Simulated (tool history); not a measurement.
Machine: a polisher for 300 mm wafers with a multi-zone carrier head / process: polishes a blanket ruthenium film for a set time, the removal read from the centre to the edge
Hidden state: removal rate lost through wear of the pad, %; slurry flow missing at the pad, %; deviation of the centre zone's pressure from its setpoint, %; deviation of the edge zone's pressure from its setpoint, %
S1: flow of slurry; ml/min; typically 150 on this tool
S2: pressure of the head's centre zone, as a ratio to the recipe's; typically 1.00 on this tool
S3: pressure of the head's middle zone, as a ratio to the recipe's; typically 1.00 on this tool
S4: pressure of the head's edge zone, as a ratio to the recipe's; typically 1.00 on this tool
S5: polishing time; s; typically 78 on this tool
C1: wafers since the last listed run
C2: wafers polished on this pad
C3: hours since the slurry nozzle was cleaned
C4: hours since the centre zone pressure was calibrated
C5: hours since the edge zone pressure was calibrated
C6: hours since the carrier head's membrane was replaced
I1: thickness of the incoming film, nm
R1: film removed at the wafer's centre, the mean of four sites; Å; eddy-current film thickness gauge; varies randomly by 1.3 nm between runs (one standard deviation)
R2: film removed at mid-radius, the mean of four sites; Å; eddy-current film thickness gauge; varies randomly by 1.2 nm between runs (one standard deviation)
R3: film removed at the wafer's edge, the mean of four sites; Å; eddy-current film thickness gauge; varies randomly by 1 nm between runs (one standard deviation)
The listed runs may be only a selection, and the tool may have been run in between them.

run,hour,S1,S2,S3,S4,S5,C1,C2,C3,C4,C5,C6,I1,R1,R2,R3
1,0.0,195,1.07,1.04,1.11,78,0,1024,774.2,487.5,21.6,961.5,470.0,889,846,900
2,15.9,200,1.00,1.00,0.95,90,174,1198,790.1,503.4,37.5,977.4,475.4,955,947,975
# hour 18.1: slurry nozzle cleaned
3,22.6,150,1.00,1.00,1.00,78,62,1260,4.5,510.1,44.2,984.1,468.7,911,861,905
4,34.1,150,1.00,1.04,1.00,78,125,1386,16.0,521.6,55.7,995.6,468.1,885,907,887
# hour 38.7: worn pad replaced by a new one
5,47.6,150,1.00,1.00,1.00,78,103,97,29.5,535.1,69.2,1009.1,466.2,907,881,891
6,59.8,195,1.07,1.04,1.11,78,133,230,41.7,547.3,81.4,1021.3,461.9,998,938,961
7,75.4,150,1.00,1.00,1.00,52,170,401,57.3,562.9,97.0,1036.9,469.9,575,579,577
# hour 85.8: centre zone pressure recalibrated
8,90.3,150,1.00,1.00,1.00,78,141,542,72.2,4.5,111.9,1051.8,464.8,871,844,887
# hour 104.7: carrier head's membrane replaced by a new one
9,111.4,150,0.91,0.89,1.00,102,176,719,93.3,25.6,133.0,6.7,465.3,1043,1030,1166
10,129.4,150,1.00,1.00,0.91,78,197,916,111.3,43.6,151.0,24.7,470.9,862,849,830
# hour 147.8: worn pad replaced by a new one
11,148.3,150,0.91,0.89,1.00,102,163,5,130.2,62.5,169.9,43.6,467.5,1001,998,1165
12,153.6,150,1.00,1.00,1.10,78,58,63,135.5,67.8,175.2,48.9,473.7,832,843,893
13,160.8,150,0.88,1.00,1.00,78,78,142,142.7,75.0,182.4,56.1,466.8,756,835,857
14,168.1,150,1.10,1.00,1.10,93,79,222,150.0,82.3,189.7,63.4,466.0,1104,973,1068
15,185.1,150,1.00,1.00,1.00,78,186,408,167.0,99.3,206.7,80.4,473.4,846,825,870
16,197.3,195,1.07,1.04,1.11,78,133,541,179.2,111.5,218.9,92.6,473.8,947,919,936

Forecast run 17:
17,214.9,150,1.00,1.00,1.00,78,192,734,196.8,129.1,236.5,110.2,478.2,?,?,?

Run 17 produced R1 839 Å, R2 815 Å, R3 861 Å.
Had the tool carried no hidden state, the very same run would have given R1 904 Å, R2 870 Å, R3 902 Å.

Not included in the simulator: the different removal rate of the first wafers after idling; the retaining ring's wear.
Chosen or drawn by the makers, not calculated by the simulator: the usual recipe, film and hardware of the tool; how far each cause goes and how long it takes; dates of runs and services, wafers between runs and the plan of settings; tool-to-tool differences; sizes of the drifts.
